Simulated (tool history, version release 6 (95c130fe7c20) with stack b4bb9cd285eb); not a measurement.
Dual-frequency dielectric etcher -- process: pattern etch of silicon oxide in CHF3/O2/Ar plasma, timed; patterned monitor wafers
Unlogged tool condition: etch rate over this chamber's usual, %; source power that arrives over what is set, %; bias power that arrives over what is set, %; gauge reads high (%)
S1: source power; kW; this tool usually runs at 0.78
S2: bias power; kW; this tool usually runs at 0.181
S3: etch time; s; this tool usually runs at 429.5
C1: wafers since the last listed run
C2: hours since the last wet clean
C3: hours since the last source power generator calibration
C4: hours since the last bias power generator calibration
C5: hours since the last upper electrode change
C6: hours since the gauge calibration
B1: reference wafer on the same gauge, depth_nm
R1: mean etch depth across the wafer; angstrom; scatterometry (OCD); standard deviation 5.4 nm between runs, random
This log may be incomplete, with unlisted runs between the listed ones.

Run 1, hour 0: usual settings but S3 495 s; C1 0; C2 86.8; C3 3712.5; C4 1742.8; C5 2702.7; C6 0.8; B1 1152.3. Result: R1 11570 angstrom.
Run 2, hour 120.1: usual settings; C1 567; C2 206.9; C3 3832.6; C4 1862.9; C5 2822.8; C6 120.9; B1 1147. Result: R1 9944 angstrom.
Run 3, hour 177.2: usual settings; C1 269; C2 264; C3 3889.7; C4 1920; C5 2879.9; C6 178; B1 1149.5. Result: R1 9859 angstrom.
Run 4, hour 206.7: usual settings but S3 374 s; C1 139; C2 293.5; C3 3919.2; C4 1949.5; C5 2909.4; C6 207.5; B1 1150.8. Result: R1 8526 angstrom.
At hour 257.6: wet clean of the chamber.
Run 5, hour 258.1: usual settings but S3 374 s; C1 129; C2 0.5; C3 3970.6; C4 2000.9; C5 2960.8; C6 258.9; B1 1150.8. Result: R1 8835 angstrom.
Run 6, hour 275.1: usual settings but S3 463 s; C1 80; C2 17.5; C3 3987.6; C4 2017.9; C5 2977.8; C6 275.9; B1 1151. Result: R1 10903 angstrom.
Run 7, hour 307: usual settings but S3 463 s; C1 150; C2 49.4; C3 4019.5; C4 2049.8; C5 3009.7; C6 307.8; B1 1149. Result: R1 11020 angstrom.
At hour 343.9: bias power generator calibrated.
At hour 348.4: upper electrode replaced.
Run 8, hour 348.9: usual settings but S2 0.137 kW, S3 536 s; C1 157; C2 91.3; C3 4061.4; C4 5; C5 0.5; C6 349.7; B1 1150.1. Result: R1 11693 angstrom.
At hour 388.4: gauge calibrated.
Run 9, hour 403: usual settings but S2 0.222 kW; C1 255; C2 145.4; C3 4115.5; C4 59.1; C5 54.6; C6 14.6; B1 1150.7. Result: R1 10513 angstrom.
At hour 449.7: source power generator calibrated.
Run 10, hour 474.5: usual settings but S1 0.59 kW, S2 0.165 kW, S3 483 s; C1 318; C2 216.9; C3 24.8; C4 130.6; C5 126.1; C6 86.1; B1 1150.5. Result: R1 9846 angstrom.
Run 11, hour 535: usual settings; C1 285; C2 277.4; C3 85.3; C4 191.1; C5 186.6; C6 146.6; B1 1149.3. Result: R1 9873 angstrom.
Run 12, hour 580.2: usual settings but S1 0.68 kW, S3 381 s; C1 213; C2 322.6; C3 130.5; C4 236.3; C5 231.8; C6 191.8; B1 1151.9. Result: R1 8333 angstrom.
At hour 613.5: wet clean of the chamber.
Run 13, hour 614: usual settings but S2 0.165 kW; C1 46; C2 0.5; C3 164.3; C4 270.1; C5 265.6; C6 225.6; B1 1151.7. Result: R1 9916 angstrom.
Run 14, hour 822.7: usual settings but S1 0.72 kW; C1 986; C2 209.2; C3 373; C4 478.8; C5 474.3; C6 434.3; B1 1148.6. Result: R1 9577 angstrom.

Describe how what the log doesn't record of the tool's condition differs between the last listed run preceding each entry between runs and the first listed run following it.
After run 4, before run 5: wet clean of the chamber (hour 257.6)
  etch rate over this chamber's usual, %: -2.37 -> 0.472
  measured less the result without the state, R1: -207 -> +41 angstrom
After run 7, before run 8: bias power generator calibrated (hour 343.9); upper electrode replaced (hour 348.4)
  etch rate over this chamber's usual, %: 0.0622 -> -0.289
  measured less the result without the state, R1: +7 -> -34 angstrom
After run 8, before run 9: gauge calibrated (hour 388.4)
  etch rate over this chamber's usual, %: -0.289 -> -0.742
  measured less the result without the state, R1: -34 -> -79 angstrom
After run 9, before run 10: source power generator calibrated (hour 449.7)
  etch rate over this chamber's usual, %: -0.742 -> -1.34
  measured less the result without the state, R1: -79 -> -134 angstrom
After run 12, before run 13: wet clean of the chamber (hour 613.5)
  etch rate over this chamber's usual, %: -2.23 -> -0.168
  measured less the result without the state, R1: -190 -> -17 angstrom

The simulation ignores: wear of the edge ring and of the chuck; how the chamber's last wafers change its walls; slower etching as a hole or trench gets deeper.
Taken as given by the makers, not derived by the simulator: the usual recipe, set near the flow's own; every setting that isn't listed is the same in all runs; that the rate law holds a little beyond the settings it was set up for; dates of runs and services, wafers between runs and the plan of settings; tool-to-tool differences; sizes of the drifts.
